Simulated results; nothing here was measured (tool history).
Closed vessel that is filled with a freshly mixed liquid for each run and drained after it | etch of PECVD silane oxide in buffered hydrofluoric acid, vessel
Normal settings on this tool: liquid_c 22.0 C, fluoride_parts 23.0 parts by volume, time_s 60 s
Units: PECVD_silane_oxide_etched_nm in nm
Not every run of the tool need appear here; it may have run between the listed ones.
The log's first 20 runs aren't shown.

run	hour	liquid_c	fluoride_parts	time_s	read-back film thickness of the PECVD silane oxide reference wafer, read on the same gauge (nm)	PECVD_silane_oxide_etched_nm
21	433.1	22.0	27.0	60	150.01	84.32
22	458.3	22.0	23.0	60	150.00	92.85
23	478.1	22.0	23.0	60	150.02	94.00
24	502.7	22.0	23.0	60	149.98	93.89
# hour 520.7: thermometer replaced, repeated, since the last time left the tool worse
25	534.0	22.0	23.0	60	150.01	86.48
26	546.5	22.0	23.0	60	149.96	86.02
27	579.5	24.5	23.0	30	149.97	50.06
28	613.1	19.5	23.0	85	149.98	106.52
29	635.6	22.0	18.5	45	150.00	77.12
30	651.6	17.5	28.5	95	150.00	91.70
31	664.1	22.0	14.5	60	150.00	130.15

Each row is a separate what-if for the run after 31, all from the same tool condition, not one after another. Results?
A	664.8	22.0	23.0	30	?	?
B	664.8	24.5	18.5	30	?	?
C	664.8	26.5	27.5	50	?	?
D	664.8	25.0	15.5	80	?	?
E	664.8	24.0	23.0	60	?	?

run	read-back film thickness of the PECVD silane oxide reference wafer, read on the same gauge (nm)	PECVD_silane_oxide_etched_nm
A	150.01	43.60
B	150.01	59.47
C	150.01	82.21
D	150.01	193.96
E	150.01	97.35
With the hidden condition removed and each run's random variation left untouched, the same runs would have given:
run	PECVD_silane_oxide_etched_nm
A	43.14
B	58.86
C	81.37
D	191.97
E	96.34

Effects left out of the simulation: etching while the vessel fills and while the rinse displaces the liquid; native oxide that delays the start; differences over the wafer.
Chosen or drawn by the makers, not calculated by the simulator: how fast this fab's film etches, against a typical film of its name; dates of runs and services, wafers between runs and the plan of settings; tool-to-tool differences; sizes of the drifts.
